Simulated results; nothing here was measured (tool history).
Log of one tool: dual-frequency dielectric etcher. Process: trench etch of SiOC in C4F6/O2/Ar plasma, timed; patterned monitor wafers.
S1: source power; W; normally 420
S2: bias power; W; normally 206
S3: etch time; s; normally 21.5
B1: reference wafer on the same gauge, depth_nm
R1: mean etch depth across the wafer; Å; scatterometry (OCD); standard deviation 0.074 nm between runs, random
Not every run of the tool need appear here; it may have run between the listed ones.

| run | hour | S1 | S2 | S3 | B1 | R1 |
|---|---|---|---|---|---|---|
| 1 | 0 | 420 | 206 | 21.5 | 42.99 | 486.8 |
| 2 | 16 | 420 | 206 | 21.5 | 43.03 | 485.6 |
| 3 | 33.8 | 420 | 206 | 21.5 | 43 | 483 |
|  | 35.8 | gauge calibrated |
| 4 | 46.5 | 420 | 206 | 21.5 | 43 | 484.5 |
| 5 | 57.4 | 420 | 206 | 21.5 | 42.98 | 485.1 |
|  | 70.7 | source power generator calibrated |
| 6 | 71.1 | 420 | 206 | 21.5 | 43 | 483.8 |
| 7 | 81.4 | 420 | 206 | 21.5 | 43 | 483.1 |
| 8 | 95.7 | 420 | 206 | 21.5 | 43 | 483.2 |
| 9 | 111.4 | 460 | 206 | 21.5 | 43 | 502.2 |
| 10 | 158.1 | 460 | 206 | 21.5 | 42.99 | 501.6 |
| 11 | 166.5 | 420 | 206 | 21.5 | 42.99 | 483.2 |
|  | 176 | bias power generator calibrated |
| 12 | 176.5 | 380 | 206 | 21.5 | 43.01 | 462.2 |
| 13 | 181.3 | 390 | 170 | 21.5 | 43 | 437.7 |
|  | 220.9 | upper electrode replaced |
|  | 235.7 | wet clean of the chamber |
| 14 | 236.2 | 350 | 176 | 24 | 43.01 | 480.7 |
| 15 | 252.4 | 420 | 206 | 21.5 | 43.01 | 490.9 |
| 16 | 260.4 | 350 | 206 | 20 | 43 | 422.8 |
| 17 | 275.6 | 420 | 249 | 27 | 43.02 | 658.5 |
| 18 | 291 | 420 | 189 | 17 | 42.98 | 375.2 |
| 19 | 304.5 | 420 | 206 | 21.5 | 42.97 | 489.4 |
| 20 | 311.8 | 420 | 206 | 21.5 | 43.01 | 488.9 |
| 21 | 325.8 | 420 | 206 | 21.5 | 43.01 | 487.7 |
| 22 | 337.9 | 420 | 206 | 21.5 | 42.98 | 488.2 |
| 23 | 344.5 | 470 | 179 | 17.5 | 43 | 397.3 |
| 24 | 358.1 | 350 | 206 | 20 | 42.98 | 421.6 |
| 25 | 373.6 | 490 | 206 | 21.5 | 42.99 | 520.8 |
| 26 | 391.3 | 420 | 182 | 18 | 42.98 | 391.2 |
| 27 | 399.2 | 420 | 193 | 18.5 | 43.01 | 409.6 |
| 28 | 408.5 | 360 | 232 | 21.5 | 43 | 476.7 |
| 29 | 421.3 | 420 | 206 | 21.5 | 42.98 | 486.9 |
| 30 | 430.1 | 490 | 223 | 17 | 43 | 422.7 |
| 31 | 439.6 | 390 | 249 | 21.5 | 42.99 | 506.6 |

Measured minus without-hidden-state, run by run (identical run-to-run variation in each term; gauge scatter may differ):
Hidden state at play: etch rate over this chamber's usual, %; source power that arrives over what is set, %; bias power that arrives over what is set, %; gauge reads high (%).
| run | R1 |
|---|---|
| 1 | -4.8 |
| 2 | -5.1 |
| 3 | -5.4 |
| 4 | -5.6 |
| 5 | -5.9 |
| 6 | -6.1 |
| 7 | -6.2 |
| 8 | -6.6 |
| 9 | -7.1 |
| 10 | -8 |
| 11 | -7.9 |
| 12 | -7.8 |
| 13 | -7.4 |
| 14 | +0.7 |
| 15 | +0.5 |
| 16 | +0.2 |
| 17 | +0.1 |
| 18 | -0.2 |
| 19 | -0.6 |
| 20 | -0.6 |
| 21 | -0.9 |
| 22 | -1.2 |
| 23 | -1 |
| 24 | -1.3 |
| 25 | -1.9 |
| 26 | -1.7 |
| 27 | -1.9 |
| 28 | -2.4 |
| 29 | -2.6 |
| 30 | -2.4 |
| 31 | -3.1 |
